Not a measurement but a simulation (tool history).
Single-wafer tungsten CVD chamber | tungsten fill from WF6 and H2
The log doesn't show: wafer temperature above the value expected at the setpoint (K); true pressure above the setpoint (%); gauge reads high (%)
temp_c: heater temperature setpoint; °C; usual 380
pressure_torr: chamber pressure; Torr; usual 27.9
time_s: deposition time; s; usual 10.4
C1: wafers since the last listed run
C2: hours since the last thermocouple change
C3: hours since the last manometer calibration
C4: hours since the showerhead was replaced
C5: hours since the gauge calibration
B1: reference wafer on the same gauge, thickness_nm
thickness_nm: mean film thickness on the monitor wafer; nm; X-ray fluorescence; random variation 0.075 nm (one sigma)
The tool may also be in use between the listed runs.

Run 1, day 0: usual settings; C1 0; C2 2012.9; C3 1283.3; C4 7327.6; C5 211.3; B1 19.474. Result: thickness_nm 19.612 nm.
Run 2, day 1.05: usual settings; C1 1176; C2 2038.1; C3 1308.5; C4 7352.8; C5 236.5; B1 19.488. Result: thickness_nm 19.509 nm.
Run 3, day 1.792: usual settings; C1 831; C2 2055.9; C3 1326.3; C4 7370.6; C5 254.3; B1 19.497. Result: thickness_nm 19.494 nm.
Run 4, day 2.688: usual settings; C1 1004; C2 2077.4; C3 1347.8; C4 7392.1; C5 275.8; B1 19.524. Result: thickness_nm 19.564 nm.
Run 5, day 4.1: usual settings but time_s 11.1 s; C1 1583; C2 2111.3; C3 1381.7; C4 7426; C5 309.7; B1 19.507. Result: thickness_nm 20.821 nm.
Run 6, day 4.954: usual settings but time_s 11.1 s; C1 957; C2 2131.8; C3 1402.2; C4 7446.5; C5 330.2; B1 19.5. Result: thickness_nm 20.959 nm.
Run 7, day 6.117: usual settings but temp_c 390 °C; C1 1303; C2 2159.7; C3 1430.1; C4 7474.4; C5 358.1; B1 19.497. Result: thickness_nm 24.476 nm.
Run 8, day 7.525: usual settings but temp_c 390 °C; C1 1578; C2 2193.5; C3 1463.9; C4 7508.2; C5 391.9; B1 19.496. Result: thickness_nm 24.429 nm.
Run 9, day 8.225: usual settings but temp_c 390 °C; C1 784; C2 2210.3; C3 1480.7; C4 7525; C5 408.7; B1 19.497. Result: thickness_nm 24.556 nm.
Run 10, day 8.867: usual settings; C1 719; C2 2225.7; C3 1496.1; C4 7540.4; C5 424.1; B1 19.515. Result: thickness_nm 19.556 nm.
Run 11, day 9.467: usual settings; C1 672; C2 2240.1; C3 1510.5; C4 7554.8; C5 438.5; B1 19.501. Result: thickness_nm 19.745 nm.
Run 12, day 10.829: usual settings; C1 1527; C2 2272.8; C3 1543.2; C4 7587.5; C5 471.2; B1 19.495. Result: thickness_nm 19.64 nm.
Run 13, day 12.296: usual settings; C1 1643; C2 2308; C3 1578.4; C4 7622.7; C5 506.4; B1 19.5. Result: thickness_nm 19.662 nm.
At day 12.662: showerhead replaced.
At day 12.862: thermocouple changed; heater temperature recalibrated.
Run 14, day 12.983: usual settings but time_s 9.4 s; C1 174; C2 2.9; C3 1594.9; C4 7.7; C5 522.9; B1 19.496. Result: thickness_nm 17.759 nm.
Run 15, day 13.712: usual settings but time_s 9.4 s; C1 817; C2 20.4; C3 1612.4; C4 25.2; C5 540.4; B1 19.5. Result: thickness_nm 17.74 nm.
Run 16, day 16.004: usual settings but temp_c 376 °C, time_s 11.3 s; C1 2568; C2 75.4; C3 1667.4; C4 80.2; C5 595.4; B1 19.505. Result: thickness_nm 19.654 nm.
Run 17, day 16.55: usual settings but temp_c 372 °C, pressure_torr 23 Torr; C1 611; C2 88.5; C3 1680.5; C4 93.3; C5 608.5; B1 19.498. Result: thickness_nm 14.946 nm.
Run 18, day 17.204: usual settings but temp_c 390 °C; C1 733; C2 104.2; C3 1696.2; C4 109; C5 624.2; B1 19.5. Result: thickness_nm 24.633 nm.
Run 19, day 18.442: usual settings but time_s 9.8 s; C1 1387; C2 133.9; C3 1725.9; C4 138.7; C5 653.9; B1 19.506. Result: thickness_nm 18.559 nm.
At day 19.429: capacitance manometer re-zeroed and calibrated.
At day 19.754: gauge calibrated.
Run 20, day 19.921: usual settings; C1 1284; C2 169.4; C3 11.8; C4 174.2; C5 4; B1 19.514. Result: thickness_nm 19.126 nm.
Run 21, day 21.333: usual settings but temp_c 394 °C; C1 1583; C2 203.3; C3 45.7; C4 208.1; C5 37.9; B1 19.514. Result: thickness_nm 26.155 nm.
Run 22, day 22.342: usual settings but pressure_torr 24.9 Torr; C1 1130; C2 227.5; C3 69.9; C4 232.3; C5 62.1; B1 19.506. Result: thickness_nm 18.198 nm.
Run 23, day 22.9: usual settings but time_s 8.8 s; C1 625; C2 240.9; C3 83.3; C4 245.7; C5 75.5; B1 19.513. Result: thickness_nm 16.396 nm.
Run 24, day 24.075: usual settings; C1 1317; C2 269.1; C3 111.5; C4 273.9; C5 103.7; B1 19.499. Result: thickness_nm 19.359 nm.
Run 25, day 24.612: usual settings but pressure_torr 21.8 Torr; C1 602; C2 282; C3 124.4; C4 286.8; C5 116.6; B1 19.491. Result: thickness_nm 17.139 nm.
Run 26, day 26.025: usual settings but temp_c 376 °C, pressure_torr 21.4 Torr; C1 1583; C2 315.9; C3 158.3; C4 320.7; C5 150.5; B1 19.502. Result: thickness_nm 15.522 nm.
Run 27, day 27.25: usual settings; C1 1373; C2 345.3; C3 187.7; C4 350.1; C5 179.9; B1 19.497. Result: thickness_nm 19.173 nm.
Run 28, day 28.671: usual settings but pressure_torr 21.4 Torr, time_s 8.5 s; C1 1592; C2 379.4; C3 221.8; C4 384.2; C5 214; B1 19.49. Result: thickness_nm 13.833 nm.
Run 29, day 29.529: usual settings; C1 962; C2 400; C3 242.4; C4 404.8; C5 234.6; B1 19.511. Result: thickness_nm 19.35 nm.
Run 30, day 30.467: usual settings but temp_c 388 °C, pressure_torr 33.3 Torr, time_s 11.5 s; C1 1050; C2 422.5; C3 264.9; C4 427.3; C5 257.1; B1 19.504. Result: thickness_nm 27.708 nm.
Run 31, day 31.462: usual settings; C1 1116; C2 446.4; C3 288.8; C4 451.2; C5 281; B1 19.489. Result: thickness_nm 19.32 nm.
Run 32, day 32.704: usual settings but time_s 9.2 s; C1 1391; C2 476.2; C3 318.6; C4 481; C5 310.8; B1 19.501. Result: thickness_nm 17.001 nm.

Forecast run 33:
Run 33, day 34.083: usual settings but temp_c 376 °C, pressure_torr 24.5 Torr, time_s 11.5 s; C1 1545; C2 509.3; C3 351.7; C4 514.1; C5 343.9; B1 ?. Result: thickness_nm ?.

Run 33 gave B1 19.507, thickness_nm 18.227 nm.
Without the tool's hidden state the same run would have given thickness_nm 18.064 nm.
